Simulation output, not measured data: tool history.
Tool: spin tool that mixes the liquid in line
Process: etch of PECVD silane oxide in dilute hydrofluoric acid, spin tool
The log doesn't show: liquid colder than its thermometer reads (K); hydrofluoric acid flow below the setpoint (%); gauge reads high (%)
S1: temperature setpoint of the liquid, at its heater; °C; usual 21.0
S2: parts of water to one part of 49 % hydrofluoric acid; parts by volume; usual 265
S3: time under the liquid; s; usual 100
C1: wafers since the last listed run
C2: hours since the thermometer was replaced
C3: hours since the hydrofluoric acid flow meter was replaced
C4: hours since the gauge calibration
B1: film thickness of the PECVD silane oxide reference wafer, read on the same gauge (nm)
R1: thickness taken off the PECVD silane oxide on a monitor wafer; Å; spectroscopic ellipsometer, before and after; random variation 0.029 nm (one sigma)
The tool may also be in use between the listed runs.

| run | day | S1 | S2 | S3 | C1 | C2 | C3 | C4 | B1 | R1 |
|---|---|---|---|---|---|---|---|---|---|---|
| 1 | 0.000 | 21.0 | 355 | 100 | 0 | 2014.7 | 316.1 | 615.1 | 70.00 | 46.0 |
| 2 | 1.771 | 21.0 | 355 | 100 | 547 | 2057.2 | 358.6 | 657.6 | 69.98 | 46.1 |
| 3 | 4.692 | 21.0 | 210 | 100 | 903 | 2127.3 | 428.7 | 727.7 | 70.00 | 88.9 |
| 4 | 7.025 | 21.0 | 210 | 100 | 721 | 2183.3 | 484.7 | 783.7 | 70.00 | 89.0 |
| 5 | 9.433 | 21.0 | 265 | 100 | 744 | 2241.1 | 542.5 | 841.5 | 70.00 | 67.0 |
| 6 | 11.667 | 21.0 | 265 | 100 | 690 | 2294.7 | 596.1 | 895.1 | 69.98 | 66.9 |
| 7 | 16.650 | 21.0 | 265 | 100 | 1541 | 2414.3 | 715.7 | 1014.7 | 69.99 | 66.7 |
| 8 | 18.442 | 21.0 | 265 | 60 | 554 | 2457.3 | 758.7 | 1057.7 | 69.98 | 40.2 |
| 9 | 20.454 | 21.0 | 195 | 100 | 622 | 2505.6 | 807.0 | 1106.0 | 69.99 | 97.0 |
| 10 | 23.038 | 21.0 | 195 | 100 | 798 | 2567.6 | 869.0 | 1168.0 | 70.02 | 97.5 |
|  | 23.904 | hydrofluoric acid flow meter replaced |
| 11 | 25.896 | 21.0 | 195 | 100 | 871 | 2636.2 | 47.8 | 1236.6 | 70.00 | 97.2 |
|  | 26.496 | thermometer replaced |
| 12 | 27.054 | 18.0 | 265 | 115 | 345 | 13.4 | 75.6 | 1264.4 | 70.00 | 68.9 |
| 13 | 28.608 | 18.0 | 265 | 115 | 480 | 50.7 | 112.9 | 1301.7 | 69.99 | 68.6 |
| 14 | 30.283 | 18.0 | 265 | 115 | 518 | 90.9 | 153.1 | 1341.9 | 70.02 | 68.4 |
| 15 | 32.608 | 21.0 | 265 | 100 | 719 | 146.7 | 208.9 | 1397.7 | 69.99 | 66.4 |
| 16 | 35.521 | 21.0 | 265 | 100 | 900 | 216.6 | 278.8 | 1467.6 | 69.99 | 66.9 |
| 17 | 36.571 | 21.0 | 265 | 100 | 324 | 241.8 | 304.0 | 1492.8 | 70.01 | 66.4 |
| 18 | 39.271 | 21.0 | 265 | 100 | 834 | 306.6 | 368.8 | 1557.6 | 70.01 | 66.7 |
|  | 39.367 | gauge calibrated |
| 19 | 41.879 | 21.0 | 265 | 100 | 806 | 369.2 | 431.4 | 60.3 | 70.00 | 66.3 |
| 20 | 43.112 | 25.5 | 340 | 65 | 381 | 398.8 | 461.0 | 89.9 | 70.01 | 37.1 |
| 21 | 45.954 | 21.0 | 265 | 140 | 878 | 467.0 | 529.2 | 158.1 | 69.99 | 94.2 |
| 22 | 48.462 | 21.0 | 140 | 100 | 775 | 527.2 | 589.4 | 218.3 | 70.00 | 143.8 |
| 23 | 51.046 | 17.0 | 145 | 100 | 798 | 589.2 | 651.4 | 280.3 | 70.01 | 118.3 |
| 24 | 52.329 | 17.0 | 325 | 100 | 396 | 620.0 | 682.2 | 311.1 | 70.00 | 44.7 |
| 25 | 54.012 | 18.0 | 265 | 100 | 520 | 660.4 | 722.6 | 351.5 | 70.00 | 59.8 |
|  | 55.592 | hydrofluoric acid flow meter replaced |
| 26 | 56.979 | 21.0 | 175 | 100 | 904 | 731.6 | 33.3 | 422.7 | 69.99 | 111.0 |
| 27 | 58.612 | 26.0 | 265 | 100 | 505 | 770.8 | 72.5 | 461.9 | 70.00 | 79.7 |
| 28 | 59.900 | 21.0 | 265 | 75 | 398 | 801.7 | 103.4 | 492.8 | 70.00 | 49.6 |
| 29 | 62.717 | 17.0 | 265 | 80 | 871 | 869.3 | 171.0 | 560.4 | 70.00 | 45.8 |
| 30 | 64.217 | 19.5 | 375 | 100 | 463 | 905.3 | 207.0 | 596.4 | 70.02 | 40.8 |
| 31 | 66.558 | 23.5 | 265 | 100 | 724 | 961.5 | 263.2 | 652.6 | 70.01 | 73.0 |
| 32 | 68.579 | 24.5 | 215 | 50 | 624 | 1010.0 | 311.7 | 701.1 | 70.02 | 48.9 |

Hidden state at the last listed run before each entry between runs and at the first one after, where it differs:
Between runs 10 and 11: hydrofluoric acid flow meter replaced (day 23.904)
  no hidden state differs between the two runs
Between runs 11 and 12: thermometer replaced (day 26.496)
  no hidden state differs between the two runs
Between runs 18 and 19: gauge calibrated (day 39.367)
  no hidden state differs between the two runs
Between runs 25 and 26: hydrofluoric acid flow meter replaced (day 55.592)
  no hidden state differs between the two runs
